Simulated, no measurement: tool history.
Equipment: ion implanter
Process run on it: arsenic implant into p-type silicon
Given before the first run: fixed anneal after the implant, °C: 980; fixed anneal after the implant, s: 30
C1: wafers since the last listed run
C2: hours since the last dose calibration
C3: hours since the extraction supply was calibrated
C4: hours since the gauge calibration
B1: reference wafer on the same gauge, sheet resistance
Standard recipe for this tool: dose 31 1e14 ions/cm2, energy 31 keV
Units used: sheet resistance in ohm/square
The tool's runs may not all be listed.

{"run": 1, "hour": 0.0, "dose": 31, "energy": 35.5, "C1": 0, "C2": 1590.8, "C3": 5187.3, "C4": 275.4, "B1": 70.94, "sheet resistance": 73.65}
{"run": 2, "hour": 23.4, "dose": 31, "energy": 31, "C1": 340, "C2": 1614.2, "C3": 5210.7, "C4": 298.8, "B1": 70.84, "sheet resistance": 78.49}
{"run": 3, "hour": 51.3, "dose": 31, "energy": 31, "C1": 406, "C2": 1642.1, "C3": 5238.6, "C4": 326.7, "B1": 70.87, "sheet resistance": 78.71}
{"run": 4, "hour": 66.5, "dose": 31, "energy": 31, "C1": 221, "C2": 1657.3, "C3": 5253.8, "C4": 341.9, "B1": 70.94, "sheet resistance": 78.54}
{"run": 5, "hour": 92.9, "dose": 32.95, "energy": 31, "C1": 384, "C2": 1683.7, "C3": 5280.2, "C4": 368.3, "B1": 70.9, "sheet resistance": 77.89}
{"run": 6, "hour": 120.0, "dose": 31, "energy": 31, "C1": 394, "C2": 1710.8, "C3": 5307.3, "C4": 395.4, "B1": 70.91, "sheet resistance": 78.74}
{"run": 7, "hour": 143.4, "dose": 31, "energy": 31, "C1": 340, "C2": 1734.2, "C3": 5330.7, "C4": 418.8, "B1": 70.89, "sheet resistance": 78.8}
{"run": 8, "hour": 159.6, "dose": 23.8, "energy": 31, "C1": 235, "C2": 1750.4, "C3": 5346.9, "C4": 435, "B1": 70.9, "sheet resistance": 81.39}
{"run": 9, "hour": 188.5, "dose": 23.8, "energy": 31, "C1": 420, "C2": 1779.3, "C3": 5375.8, "C4": 463.9, "B1": 70.92, "sheet resistance": 81.13}
{"run": 10, "hour": 203.9, "dose": 23.8, "energy": 31, "C1": 224, "C2": 1794.7, "C3": 5391.2, "C4": 479.3, "B1": 70.88, "sheet resistance": 81.36}
{"hour": 215.2, "done": "Faraday cup replaced and dose calibrated"}
{"run": 11, "hour": 232.7, "dose": 31, "energy": 28.5, "C1": 302, "C2": 17.5, "C3": 5420, "C4": 508.1, "B1": 70.9, "sheet resistance": 81.71}
{"run": 12, "hour": 253.6, "dose": 31, "energy": 31, "C1": 304, "C2": 38.4, "C3": 5440.9, "C4": 529, "B1": 70.91, "sheet resistance": 78.62}
{"run": 13, "hour": 274.2, "dose": 26.72, "energy": 31, "C1": 299, "C2": 59, "C3": 5461.5, "C4": 549.6, "B1": 70.9, "sheet resistance": 79.96}
{"run": 14, "hour": 294.4, "dose": 23.1, "energy": 24, "C1": 294, "C2": 79.2, "C3": 5481.7, "C4": 569.8, "B1": 70.93, "sheet resistance": 91.03}
{"hour": 302.8, "done": "extraction supply calibrated"}
{"run": 15, "hour": 307.8, "dose": 33.74, "energy": 31, "C1": 78, "C2": 92.6, "C3": 5, "C4": 583.2, "B1": 70.9, "sheet resistance": 77.64}
{"hour": 319.5, "done": "gauge calibrated"}
{"run": 16, "hour": 330.2, "dose": 31, "energy": 31, "C1": 326, "C2": 115, "C3": 27.4, "C4": 10.7, "B1": 70.92, "sheet resistance": 78.69}
{"run": 17, "hour": 342.6, "dose": 23.1, "energy": 31, "C1": 180, "C2": 127.4, "C3": 39.8, "C4": 23.1, "B1": 70.91, "sheet resistance": 81.5}
{"run": 18, "hour": 378.3, "dose": 26.65, "energy": 26.5, "C1": 519, "C2": 163.1, "C3": 75.5, "C4": 58.8, "B1": 70.9, "sheet resistance": 85.83}
{"run": 19, "hour": 409.2, "dose": 35.37, "energy": 27.5, "C1": 449, "C2": 194, "C3": 106.4, "C4": 89.7, "B1": 70.88, "sheet resistance": 82.11}
{"run": 20, "hour": 480.9, "dose": 31, "energy": 31, "C1": 1044, "C2": 265.7, "C3": 178.1, "C4": 161.4, "B1": 70.89, "sheet resistance": 78.67}
{"run": 21, "hour": 505.2, "dose": 26.58, "energy": 23, "C1": 353, "C2": 290, "C3": 202.4, "C4": 185.7, "B1": 70.93, "sheet resistance": 91.43}
{"run": 22, "hour": 521.1, "dose": 31, "energy": 31, "C1": 231, "C2": 305.9, "C3": 218.3, "C4": 201.6, "B1": 70.89, "sheet resistance": 78.41}
{"run": 23, "hour": 537.9, "dose": 35.21, "energy": 23.5, "C1": 244, "C2": 322.7, "C3": 235.1, "C4": 218.4, "B1": 70.9, "sheet resistance": 87.77}

What the log doesn't show, run by run:
deviation of the true dose from the Faraday cup's reading, %: 0 across all the runs
deviation of the true energy from its setpoint, %: 0 across all the runs
gauge reads high (%): 0 across all the runs
